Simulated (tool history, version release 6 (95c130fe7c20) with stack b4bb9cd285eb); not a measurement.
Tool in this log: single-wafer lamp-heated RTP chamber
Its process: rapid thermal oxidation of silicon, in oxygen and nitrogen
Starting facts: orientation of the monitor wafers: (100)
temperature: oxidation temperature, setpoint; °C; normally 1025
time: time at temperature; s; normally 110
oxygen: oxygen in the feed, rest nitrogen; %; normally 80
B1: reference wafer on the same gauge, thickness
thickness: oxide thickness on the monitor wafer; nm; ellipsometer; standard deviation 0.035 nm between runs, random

{"run": 1, "hour": 0.0, "temperature": 1025, "time": 94, "oxygen": 80, "B1": 8.133, "thickness": 7.376}
{"run": 2, "hour": 60.2, "temperature": 1025, "time": 94, "oxygen": 80, "B1": 8.11, "thickness": 7.383}
{"run": 3, "hour": 94.4, "temperature": 1032, "time": 110, "oxygen": 80, "B1": 8.102, "thickness": 8.323}
{"run": 4, "hour": 131.0, "temperature": 1032, "time": 110, "oxygen": 80, "B1": 8.095, "thickness": 8.317}
{"run": 5, "hour": 165.6, "temperature": 1032, "time": 110, "oxygen": 80, "B1": 8.095, "thickness": 8.284}
{"hour": 180.3, "done": "pyrometer window cleaned and pyrometer calibrated"}
{"run": 6, "hour": 229.2, "temperature": 1025, "time": 110, "oxygen": 80, "B1": 8.067, "thickness": 7.912}
{"run": 7, "hour": 277.7, "temperature": 1025, "time": 110, "oxygen": 80, "B1": 8.069, "thickness": 7.896}
{"run": 8, "hour": 303.3, "temperature": 1025, "time": 110, "oxygen": 80, "B1": 8.057, "thickness": 7.92}
{"run": 9, "hour": 358.7, "temperature": 1025, "time": 95, "oxygen": 80, "B1": 8.042, "thickness": 7.375}
{"run": 10, "hour": 429.7, "temperature": 1025, "time": 95, "oxygen": 80, "B1": 8.019, "thickness": 7.271}
{"hour": 488.5, "done": "pyrometer window cleaned and pyrometer calibrated"}
{"run": 11, "hour": 499.8, "temperature": 1025, "time": 110, "oxygen": 80, "B1": 7.983, "thickness": 7.831}
{"run": 12, "hour": 528.4, "temperature": 1025, "time": 110, "oxygen": 80, "B1": 7.986, "thickness": 7.748}
{"hour": 556.9, "done": "oxygen flow controller replaced"}
{"run": 13, "hour": 560.2, "temperature": 1025, "time": 110, "oxygen": 94, "B1": 7.969, "thickness": 8.267}
{"run": 14, "hour": 595.0, "temperature": 1025, "time": 110, "oxygen": 94, "B1": 7.954, "thickness": 8.208}
{"run": 15, "hour": 649.3, "temperature": 1025, "time": 110, "oxygen": 94, "B1": 7.939, "thickness": 8.19}
{"run": 16, "hour": 704.3, "temperature": 1025, "time": 110, "oxygen": 80, "B1": 7.912, "thickness": 7.754}
{"run": 17, "hour": 754.8, "temperature": 1025, "time": 110, "oxygen": 80, "B1": 7.903, "thickness": 7.734}
{"hour": 792.1, "done": "pyrometer window cleaned and pyrometer calibrated"}
{"run": 18, "hour": 792.6, "temperature": 1047, "time": 110, "oxygen": 80, "B1": 7.872, "thickness": 8.997}
{"hour": 794.2, "done": "gauge calibrated"}
{"run": 19, "hour": 822.7, "temperature": 1025, "time": 110, "oxygen": 80, "B1": 8.262, "thickness": 8.12}
{"run": 20, "hour": 851.1, "temperature": 1014, "time": 91, "oxygen": 57, "B1": 8.248, "thickness": 6.068}
{"run": 21, "hour": 875.7, "temperature": 1025, "time": 110, "oxygen": 80, "B1": 8.26, "thickness": 8.08}
{"run": 22, "hour": 901.0, "temperature": 1052, "time": 110, "oxygen": 71, "B1": 8.253, "thickness": 9.341}
{"run": 23, "hour": 954.3, "temperature": 1025, "time": 110, "oxygen": 54, "B1": 8.26, "thickness": 7.011}
{"run": 24, "hour": 1023.5, "temperature": 1025, "time": 110, "oxygen": 80, "B1": 8.237, "thickness": 8.079}
{"run": 25, "hour": 1080.5, "temperature": 1025, "time": 110, "oxygen": 80, "B1": 8.245, "thickness": 8.044}
{"hour": 1109.2, "done": "pyrometer window cleaned and pyrometer calibrated"}
{"run": 26, "hour": 1122.3, "temperature": 1025, "time": 148, "oxygen": 80, "B1": 8.236, "thickness": 9.278}
{"run": 27, "hour": 1189.4, "temperature": 1025, "time": 66, "oxygen": 63, "B1": 8.258, "thickness": 5.879}
{"run": 28, "hour": 1219.5, "temperature": 1035, "time": 65, "oxygen": 53, "B1": 8.257, "thickness": 5.892}
{"run": 29, "hour": 1254.5, "temperature": 1011, "time": 93, "oxygen": 92, "B1": 8.229, "thickness": 7.101}
{"run": 30, "hour": 1300.8, "temperature": 1025, "time": 110, "oxygen": 80, "B1": 8.223, "thickness": 8.047}
{"run": 31, "hour": 1341.5, "temperature": 1025, "time": 94, "oxygen": 97, "B1": 8.213, "thickness": 8.022}
{"run": 32, "hour": 1376.3, "temperature": 997, "time": 154, "oxygen": 52, "B1": 8.207, "thickness": 6.522}
{"hour": 1425.5, "done": "pyrometer window cleaned and pyrometer calibrated"}
{"run": 33, "hour": 1434.0, "temperature": 1025, "time": 110, "oxygen": 59, "B1": 8.208, "thickness": 7.157}
{"run": 34, "hour": 1482.9, "temperature": 998, "time": 124, "oxygen": 54, "B1": 8.2, "thickness": 6.04}
{"run": 35, "hour": 1515.2, "temperature": 995, "time": 137, "oxygen": 61, "B1": 8.19, "thickness": 6.451}
{"run": 36, "hour": 1579.8, "temperature": 1025, "time": 72, "oxygen": 80, "B1": 8.166, "thickness": 6.653}

Branching from run 36: 5 alternative next runs. What would each branch give?
{"run": "A", "hour": 1580.2, "temperature": 1006, "time": 110, "oxygen": 80, "B1": "?", "thickness": "?"}
{"run": "B", "hour": 1580.2, "temperature": 1025, "time": 82, "oxygen": 51, "B1": "?", "thickness": "?"}
{"run": "C", "hour": 1580.2, "temperature": 1051, "time": 110, "oxygen": 80, "B1": "?", "thickness": "?"}
{"run": "D", "hour": 1580.2, "temperature": 1016, "time": 156, "oxygen": 65, "B1": "?", "thickness": "?"}
{"run": "E", "hour": 1580.2, "temperature": 1025, "time": 76, "oxygen": 98, "B1": "?", "thickness": "?"}

run=A B1=8.18 thickness=6.975
run=B B1=8.18 thickness=5.976
run=C B1=8.18 thickness=9.614
run=D B1=8.18 thickness=8.176
run=E B1=8.18 thickness=7.281
What these runs would have given with no unlogged condition in the tool:
run=A thickness=7.033
run=B thickness=6.026
run=C thickness=9.694
run=D thickness=8.244
run=E thickness=7.341
